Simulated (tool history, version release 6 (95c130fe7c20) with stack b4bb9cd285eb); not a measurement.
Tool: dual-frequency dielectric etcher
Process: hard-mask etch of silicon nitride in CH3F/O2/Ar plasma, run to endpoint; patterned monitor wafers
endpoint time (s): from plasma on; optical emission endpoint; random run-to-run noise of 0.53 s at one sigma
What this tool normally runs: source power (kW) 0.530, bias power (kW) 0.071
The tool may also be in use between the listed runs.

run    hour  source power (kW)  bias power (kW)  incoming incoming film thickness, nm  endpoint time (s)
  1     0.0              0.530            0.071                                 46.50               61.4
       29.7  -- wet clean of the chamber
  2    31.0              0.530            0.071                                 46.56               62.4
  3    58.5              0.590            0.071                                 46.23               60.4
  4   121.7              0.590            0.071                                 46.35               61.2
  5   153.5              0.530            0.083                                 46.00               58.3
  6   200.7              0.530            0.071                                 45.77               61.4
  7   233.1              0.530            0.071                                 46.25               63.0
  8   286.6              0.530            0.071                                 46.38               63.1
  9   349.4              0.450            0.077                                 46.56               64.0
 10   373.9              0.450            0.077                                 45.81               62.3
      441.1  -- bias power generator calibrated
 11   578.2              0.450            0.077                                 46.17               61.6
 12   631.7              0.580            0.058                                 45.96               62.9
      663.3  -- wet clean of the chamber
      781.4  -- source power generator calibrated
 13   805.9              0.530            0.071                                 46.42               59.6
      899.3  -- upper electrode replaced
 14   899.8              0.480            0.081                                 45.86               57.7
      950.1  -- wet clean of the chamber, repeated, since the last time left the tool worse
 15   950.6              0.470            0.065                                 46.47               66.4
 16   980.5              0.420            0.053                                 46.46               74.2
 17  1049.9              0.450            0.077                                 46.16               63.5
 18  1120.2              0.400            0.066                                 46.00               67.8
 19  1209.7              0.530            0.071                                 45.91               62.5
 20  1246.5              0.530            0.056                                 46.22               67.2

For run 21, what comes out?
 21  1289.9              0.530            0.059                                 45.81                  ?

Logged for run 21: endpoint time (s) 65.4.
Had the tool carried no hidden state, the very same run would have given endpoint time (s) 66.2.
